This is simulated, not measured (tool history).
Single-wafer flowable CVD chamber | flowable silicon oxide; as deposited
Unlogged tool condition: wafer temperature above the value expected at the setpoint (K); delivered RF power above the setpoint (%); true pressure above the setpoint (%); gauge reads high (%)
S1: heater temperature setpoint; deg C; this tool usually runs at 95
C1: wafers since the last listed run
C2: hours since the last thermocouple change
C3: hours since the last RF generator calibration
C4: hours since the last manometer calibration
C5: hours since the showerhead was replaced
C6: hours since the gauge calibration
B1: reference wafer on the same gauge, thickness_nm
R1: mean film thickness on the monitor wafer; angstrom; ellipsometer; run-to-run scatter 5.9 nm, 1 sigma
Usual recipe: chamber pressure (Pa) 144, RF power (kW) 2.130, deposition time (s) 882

run 1 hour=0.0 | S1=90 chamber_pressure_(Pa)=144 RF_power_(kW)=2.130 deposition_time_(s)=882 | C1=0 C2=672.6 C3=2321.8 C4=868.6 C5=7254.7 C6=254.6 | B1=1151.010 | R1=12675.64
run 2 hour=28.6 | S1=95 chamber_pressure_(Pa)=144 RF_power_(kW)=2.130 deposition_time_(s)=882 | C1=50 C2=701.2 C3=2350.4 C4=897.2 C5=7283.3 C6=283.2 | B1=1148.769 | R1=10415.95
run 3 hour=60.3 | S1=95 chamber_pressure_(Pa)=144 RF_power_(kW)=2.130 deposition_time_(s)=1020 | C1=55 C2=732.9 C3=2382.1 C4=928.9 C5=7315.0 C6=314.9 | B1=1149.631 | R1=12209.40
run 4 hour=76.8 | S1=95 chamber_pressure_(Pa)=144 RF_power_(kW)=2.130 deposition_time_(s)=999 | C1=29 C2=749.4 C3=2398.6 C4=945.4 C5=7331.5 C6=331.4 | B1=1150.439 | R1=11854.04
run 5 hour=103.2 | S1=95 chamber_pressure_(Pa)=144 RF_power_(kW)=2.130 deposition_time_(s)=999 | C1=46 C2=775.8 C3=2425.0 C4=971.8 C5=7357.9 C6=357.8 | B1=1151.418 | R1=11760.51
run 6 hour=127.9 | S1=95 chamber_pressure_(Pa)=144 RF_power_(kW)=2.130 deposition_time_(s)=999 | C1=43 C2=800.5 C3=2449.7 C4=996.5 C5=7382.6 C6=382.5 | B1=1149.662 | R1=11839.32
run 7 hour=148.9 | S1=95 chamber_pressure_(Pa)=144 RF_power_(kW)=2.130 deposition_time_(s)=882 | C1=37 C2=821.5 C3=2470.7 C4=1017.5 C5=7403.6 C6=403.5 | B1=1148.175 | R1=10518.51
run 8 hour=178.7 | S1=102 chamber_pressure_(Pa)=144 RF_power_(kW)=2.130 deposition_time_(s)=814 | C1=52 C2=851.3 C3=2500.5 C4=1047.3 C5=7433.4 C6=433.3 | B1=1150.392 | R1=7488.15
-- hour=192.9 showerhead replaced
run 9 hour=194.0 | S1=102 chamber_pressure_(Pa)=144 RF_power_(kW)=2.130 deposition_time_(s)=814 | C1=12 C2=866.6 C3=2515.8 C4=1062.6 C5=1.1 C6=448.6 | B1=1150.128 | R1=7413.30
-- hour=203.0 capacitance manometer re-zeroed and calibrated
-- hour=208.4 RF generator calibrated
run 10 hour=215.2 | S1=95 chamber_pressure_(Pa)=144 RF_power_(kW)=2.130 deposition_time_(s)=882 | C1=13 C2=887.8 C3=6.8 C4=12.2 C5=22.3 C6=469.8 | B1=1146.717 | R1=10543.83
run 11 hour=230.4 | S1=102 chamber_pressure_(Pa)=144 RF_power_(kW)=2.130 deposition_time_(s)=814 | C1=26 C2=903.0 C3=22.0 C4=27.4 C5=37.5 C6=485.0 | B1=1152.301 | R1=7441.82
run 12 hour=265.1 | S1=102 chamber_pressure_(Pa)=156 RF_power_(kW)=2.130 deposition_time_(s)=777 | C1=61 C2=937.7 C3=56.7 C4=62.1 C5=72.2 C6=519.7 | B1=1149.739 | R1=7548.86
run 13 hour=294.5 | S1=87 chamber_pressure_(Pa)=144 RF_power_(kW)=2.130 deposition_time_(s)=1054 | C1=51 C2=967.1 C3=86.1 C4=91.5 C5=101.6 C6=549.1 | B1=1150.426 | R1=16547.38
-- hour=304.6 gauge calibrated
run 14 hour=306.7 | S1=95 chamber_pressure_(Pa)=144 RF_power_(kW)=2.130 deposition_time_(s)=999 | C1=21 C2=979.3 C3=98.3 C4=103.7 C5=113.8 C6=2.1 | B1=1149.818 | R1=11945.02
-- hour=331.8 thermocouple changed; heater temperature recalibrated
run 15 hour=335.5 | S1=105 chamber_pressure_(Pa)=128 RF_power_(kW)=1.880 deposition_time_(s)=988 | C1=36 C2=3.7 C3=127.1 C4=132.5 C5=142.6 C6=30.9 | B1=1151.277 | R1=7046.87
run 16 hour=357.2 | S1=95 chamber_pressure_(Pa)=144 RF_power_(kW)=2.130 deposition_time_(s)=963 | C1=38 C2=25.4 C3=148.8 C4=154.2 C5=164.3 C6=52.6 | B1=1148.559 | R1=11468.01
run 17 hour=376.1 | S1=105 chamber_pressure_(Pa)=128 RF_power_(kW)=1.880 deposition_time_(s)=988 | C1=33 C2=44.3 C3=167.7 C4=173.1 C5=183.2 C6=71.5 | B1=1147.963 | R1=7074.77
run 18 hour=397.7 | S1=81 chamber_pressure_(Pa)=108 RF_power_(kW)=2.325 deposition_time_(s)=731 | C1=38 C2=65.9 C3=189.3 C4=194.7 C5=204.8 C6=93.1 | B1=1149.165 | R1=11722.67
run 19 hour=434.9 | S1=95 chamber_pressure_(Pa)=173 RF_power_(kW)=1.965 deposition_time_(s)=946 | C1=65 C2=103.1 C3=226.5 C4=231.9 C5=242.0 C6=130.3 | B1=1147.509 | R1=12606.55
run 20 hour=451.4 | S1=89 chamber_pressure_(Pa)=124 RF_power_(kW)=2.130 deposition_time_(s)=749 | C1=29 C2=119.6 C3=243.0 C4=248.4 C5=258.5 C6=146.8 | B1=1152.679 | R1=9968.45

Each row is a separate what-if for the run after 20, all from the same tool condition, not one after another. Results?
run A hour=452.0 | S1=88 chamber_pressure_(Pa)=144 RF_power_(kW)=2.130 deposition_time_(s)=882 | C1=1 C2=120.2 C3=243.6 C4=249.0 C5=259.1 C6=147.4 | B1=? | R1=?
run B hour=452.0 | S1=95 chamber_pressure_(Pa)=155 RF_power_(kW)=2.535 deposition_time_(s)=882 | C1=1 C2=120.2 C3=243.6 C4=249.0 C5=259.1 C6=147.4 | B1=? | R1=?
run C hour=452.0 | S1=95 chamber_pressure_(Pa)=144 RF_power_(kW)=2.535 deposition_time_(s)=985 | C1=1 C2=120.2 C3=243.6 C4=249.0 C5=259.1 C6=147.4 | B1=? | R1=?

run=A B1=1152.863 R1=13698.92
run=B B1=1152.863 R1=11616.76
run=C B1=1152.863 R1=12302.46
Without the tool's hidden state the same runs would have given:
run=A R1=13698.92
run=B R1=11616.76
run=C R1=12302.46
